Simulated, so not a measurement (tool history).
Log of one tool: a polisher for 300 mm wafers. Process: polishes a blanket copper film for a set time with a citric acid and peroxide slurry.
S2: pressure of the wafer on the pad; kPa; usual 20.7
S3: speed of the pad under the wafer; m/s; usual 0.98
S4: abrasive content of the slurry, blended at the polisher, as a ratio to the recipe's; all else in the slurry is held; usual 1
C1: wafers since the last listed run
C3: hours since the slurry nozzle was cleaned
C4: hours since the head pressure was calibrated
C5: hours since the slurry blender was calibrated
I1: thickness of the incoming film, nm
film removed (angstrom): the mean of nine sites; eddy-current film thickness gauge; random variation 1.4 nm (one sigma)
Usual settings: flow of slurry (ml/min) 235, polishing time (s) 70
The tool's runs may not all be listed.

{"run": 1, "hour": 0.0, "flow of slurry (ml/min)": 235, "S2": 20.7, "S3": 0.98, "S4": 1, "polishing time (s)": 70, "C1": 0, "wafers polished on this pad": 675, "C3": 377.2, "C4": 632.4, "C5": 142, "I1": 800.5, "film removed (angstrom)": 1259}
{"hour": 10.7, "done": "slurry blender recalibrated"}
{"run": 2, "hour": 14.0, "flow of slurry (ml/min)": 235, "S2": 20.7, "S3": 0.98, "S4": 1, "polishing time (s)": 70, "C1": 119, "wafers polished on this pad": 795, "C3": 391.2, "C4": 646.4, "C5": 3.3, "I1": 812.9, "film removed (angstrom)": 1249}
{"run": 3, "hour": 24.6, "flow of slurry (ml/min)": 235, "S2": 20.7, "S3": 1.14, "S4": 1, "polishing time (s)": 70, "C1": 105, "wafers polished on this pad": 900, "C3": 401.8, "C4": 657, "C5": 13.9, "I1": 813.1, "film removed (angstrom)": 1432}
{"run": 4, "hour": 37.8, "flow of slurry (ml/min)": 235, "S2": 20.7, "S3": 1.14, "S4": 1, "polishing time (s)": 70, "C1": 131, "wafers polished on this pad": 1032, "C3": 415, "C4": 670.2, "C5": 27.1, "I1": 810.6, "film removed (angstrom)": 1416}
{"run": 5, "hour": 51.7, "flow of slurry (ml/min)": 235, "S2": 20.7, "S3": 0.98, "S4": 1, "polishing time (s)": 89, "C1": 138, "wafers polished on this pad": 1171, "C3": 428.9, "C4": 684.1, "C5": 41, "I1": 810.7, "film removed (angstrom)": 1525}
{"hour": 67.0, "done": "slurry nozzle cleaned"}
{"hour": 67.5, "done": "worn pad replaced by a new one"}
{"run": 6, "hour": 68.0, "flow of slurry (ml/min)": 235, "S2": 20.7, "S3": 0.98, "S4": 1, "polishing time (s)": 89, "C1": 147, "wafers polished on this pad": 4, "C3": 1, "C4": 700.4, "C5": 57.3, "I1": 819.5, "film removed (angstrom)": 1649}
{"run": 7, "hour": 77.8, "flow of slurry (ml/min)": 235, "S2": 20.7, "S3": 0.98, "S4": 1, "polishing time (s)": 70, "C1": 97, "wafers polished on this pad": 102, "C3": 10.8, "C4": 710.2, "C5": 67.1, "I1": 805.1, "film removed (angstrom)": 1274}
{"run": 8, "hour": 89.1, "flow of slurry (ml/min)": 235, "S2": 20.7, "S3": 0.98, "S4": 1, "polishing time (s)": 70, "C1": 112, "wafers polished on this pad": 215, "C3": 22.1, "C4": 721.5, "C5": 78.4, "I1": 810.4, "film removed (angstrom)": 1288}
{"run": 9, "hour": 105.3, "flow of slurry (ml/min)": 235, "S2": 20.7, "S3": 0.98, "S4": 1, "polishing time (s)": 70, "C1": 161, "wafers polished on this pad": 376, "C3": 38.3, "C4": 737.7, "C5": 94.6, "I1": 805.4, "film removed (angstrom)": 1256}
{"run": 10, "hour": 112.5, "flow of slurry (ml/min)": 290, "S2": 20.7, "S3": 0.98, "S4": 0.9, "polishing time (s)": 70, "C1": 71, "wafers polished on this pad": 448, "C3": 45.5, "C4": 744.9, "C5": 101.8, "I1": 802.3, "film removed (angstrom)": 1245}
{"run": 11, "hour": 125.3, "flow of slurry (ml/min)": 235, "S2": 22.8, "S3": 0.98, "S4": 0.7, "polishing time (s)": 62, "C1": 127, "wafers polished on this pad": 576, "C3": 58.3, "C4": 757.7, "C5": 114.6, "I1": 812.5, "film removed (angstrom)": 1162}
{"run": 12, "hour": 134.2, "flow of slurry (ml/min)": 270, "S2": 20.7, "S3": 0.84, "S4": 1, "polishing time (s)": 82, "C1": 88, "wafers polished on this pad": 665, "C3": 67.2, "C4": 766.6, "C5": 123.5, "I1": 799, "film removed (angstrom)": 1260}
{"hour": 149.9, "done": "head pressure recalibrated"}
{"run": 13, "hour": 150.9, "flow of slurry (ml/min)": 235, "S2": 20.7, "S3": 0.72, "S4": 1.25, "polishing time (s)": 61, "C1": 146, "wafers polished on this pad": 811, "C3": 83.9, "C4": 1, "C5": 140.2, "I1": 821.3, "film removed (angstrom)": 829}
{"run": 14, "hour": 167.1, "flow of slurry (ml/min)": 235, "S2": 20.7, "S3": 1.14, "S4": 1, "polishing time (s)": 52, "C1": 161, "wafers polished on this pad": 973, "C3": 100.1, "C4": 17.2, "C5": 156.4, "I1": 814.1, "film removed (angstrom)": 1045}
{"run": 15, "hour": 183.7, "flow of slurry (ml/min)": 235, "S2": 22.8, "S3": 1.2, "S4": 1, "polishing time (s)": 81, "C1": 165, "wafers polished on this pad": 1138, "C3": 116.7, "C4": 33.8, "C5": 173, "I1": 814.2, "film removed (angstrom)": 1875}
{"hour": 191.6, "done": "worn pad replaced by a new one"}
{"hour": 199.3, "done": "slurry blender recalibrated"}
{"run": 16, "hour": 229.5, "flow of slurry (ml/min)": 235, "S2": 23.4, "S3": 0.98, "S4": 0.75, "polishing time (s)": 70, "C1": 396, "wafers polished on this pad": 358, "C3": 162.5, "C4": 79.6, "C5": 30.2, "I1": 810.8, "film removed (angstrom)": 1367}
{"run": 17, "hour": 237.1, "flow of slurry (ml/min)": 235, "S2": 20.7, "S3": 0.98, "S4": 1, "polishing time (s)": 70, "C1": 75, "wafers polished on this pad": 434, "C3": 170.1, "C4": 87.2, "C5": 37.8, "I1": 828.3, "film removed (angstrom)": 1262}
{"run": 18, "hour": 266.1, "flow of slurry (ml/min)": 285, "S2": 20.7, "S3": 0.98, "S4": 1.2, "polishing time (s)": 62, "C1": 289, "wafers polished on this pad": 723, "C3": 199.1, "C4": 116.2, "C5": 66.8, "I1": 811.5, "film removed (angstrom)": 1165}
{"hour": 304.9, "done": "worn pad replaced by a new one"}
{"run": 19, "hour": 310.7, "flow of slurry (ml/min)": 290, "S2": 20.7, "S3": 0.98, "S4": 1, "polishing time (s)": 70, "C1": 404, "wafers polished on this pad": 58, "C3": 243.7, "C4": 160.8, "C5": 111.4, "I1": 807.6, "film removed (angstrom)": 1281}
{"run": 20, "hour": 320.3, "flow of slurry (ml/min)": 280, "S2": 20.7, "S3": 0.98, "S4": 1, "polishing time (s)": 70, "C1": 95, "wafers polished on this pad": 154, "C3": 253.3, "C4": 170.4, "C5": 121, "I1": 799.6, "film removed (angstrom)": 1305}
{"run": 21, "hour": 336.0, "flow of slurry (ml/min)": 195, "S2": 13.8, "S3": 0.66, "S4": 1, "polishing time (s)": 70, "C1": 156, "wafers polished on this pad": 310, "C3": 269, "C4": 186.1, "C5": 136.7, "I1": 798.3, "film removed (angstrom)": 581}
{"run": 22, "hour": 350.3, "flow of slurry (ml/min)": 235, "S2": 20.7, "S3": 0.98, "S4": 1, "polishing time (s)": 70, "C1": 142, "wafers polished on this pad": 453, "C3": 283.3, "C4": 200.4, "C5": 151, "I1": 813.1, "film removed (angstrom)": 1245}
{"run": 23, "hour": 363.1, "flow of slurry (ml/min)": 235, "S2": 20.7, "S3": 0.78, "S4": 1, "polishing time (s)": 60, "C1": 127, "wafers polished on this pad": 580, "C3": 296.1, "C4": 213.2, "C5": 163.8, "I1": 821.3, "film removed (angstrom)": 870}
{"hour": 371.7, "done": "slurry blender recalibrated"}
{"run": 24, "hour": 378.3, "flow of slurry (ml/min)": 235, "S2": 14.5, "S3": 0.98, "S4": 1, "polishing time (s)": 70, "C1": 131, "wafers polished on this pad": 712, "C3": 311.3, "C4": 228.4, "C5": 6.6, "I1": 796.4, "film removed (angstrom)": 862}
{"run": 25, "hour": 386.5, "flow of slurry (ml/min)": 235, "S2": 20.7, "S3": 0.98, "S4": 1, "polishing time (s)": 70, "C1": 81, "wafers polished on this pad": 794, "C3": 319.5, "C4": 236.6, "C5": 14.8, "I1": 814.7, "film removed (angstrom)": 1234}
{"run": 26, "hour": 402.4, "flow of slurry (ml/min)": 165, "S2": 23.4, "S3": 0.98, "S4": 0.8, "polishing time (s)": 48, "C1": 158, "wafers polished on this pad": 952, "C3": 335.4, "C4": 252.5, "C5": 30.7, "I1": 826.5, "film removed (angstrom)": 886}
{"run": 27, "hour": 411.5, "flow of slurry (ml/min)": 235, "S2": 20.7, "S3": 0.98, "S4": 1, "polishing time (s)": 70, "C1": 90, "wafers polished on this pad": 1043, "C3": 344.5, "C4": 261.6, "C5": 39.8, "I1": 811.7, "film removed (angstrom)": 1227}
{"hour": 423.0, "done": "worn pad replaced by a new one"}
{"run": 28, "hour": 428.3, "flow of slurry (ml/min)": 305, "S2": 17.2, "S3": 0.98, "S4": 0.8, "polishing time (s)": 53, "C1": 127, "wafers polished on this pad": 52, "C3": 361.3, "C4": 278.4, "C5": 56.6, "I1": 805.5, "film removed (angstrom)": 826}
{"run": 29, "hour": 438.7, "flow of slurry (ml/min)": 235, "S2": 20.7, "S3": 0.98, "S4": 1, "polishing time (s)": 70, "C1": 103, "wafers polished on this pad": 156, "C3": 371.7, "C4": 288.8, "C5": 67, "I1": 811.1, "film removed (angstrom)": 1282}
{"run": 30, "hour": 451.7, "flow of slurry (ml/min)": 235, "S2": 22.8, "S3": 1.24, "S4": 0.75, "polishing time (s)": 70, "C1": 129, "wafers polished on this pad": 286, "C3": 384.7, "C4": 301.8, "C5": 80, "I1": 817.9, "film removed (angstrom)": 1701}

4 ways to go on from here, each from the tool as it stands after run 30. What would each give?
{"run": "A", "hour": 452.1, "flow of slurry (ml/min)": 235, "S2": 20.7, "S3": 0.98, "S4": 1, "polishing time (s)": 70, "C1": 3, "wafers polished on this pad": 290, "C3": 385.1, "C4": 302.2, "C5": 80.4, "I1": 806.2, "film removed (angstrom)": "?"}
{"run": "B", "hour": 452.1, "flow of slurry (ml/min)": 235, "S2": 20.7, "S3": 0.98, "S4": 1, "polishing time (s)": 77, "C1": 3, "wafers polished on this pad": 290, "C3": 385.1, "C4": 302.2, "C5": 80.4, "I1": 806.2, "film removed (angstrom)": "?"}
{"run": "C", "hour": 452.1, "flow of slurry (ml/min)": 235, "S2": 20.7, "S3": 0.72, "S4": 1, "polishing time (s)": 70, "C1": 3, "wafers polished on this pad": 290, "C3": 385.1, "C4": 302.2, "C5": 80.4, "I1": 806.2, "film removed (angstrom)": "?"}
{"run": "D", "hour": 452.1, "flow of slurry (ml/min)": 235, "S2": 20.7, "S3": 0.98, "S4": 0.75, "polishing time (s)": 70, "C1": 3, "wafers polished on this pad": 290, "C3": 385.1, "C4": 302.2, "C5": 80.4, "I1": 806.2, "film removed (angstrom)": "?"}

run=A film_removed_(angstrom)=1264
run=B film_removed_(angstrom)=1390
run=C film_removed_(angstrom)=949
run=D film_removed_(angstrom)=1221
Without the tool's hidden state the same runs would have given:
run=A film_removed_(angstrom)=1281
run=B film_removed_(angstrom)=1409
run=C film_removed_(angstrom)=962
run=D film_removed_(angstrom)=1238
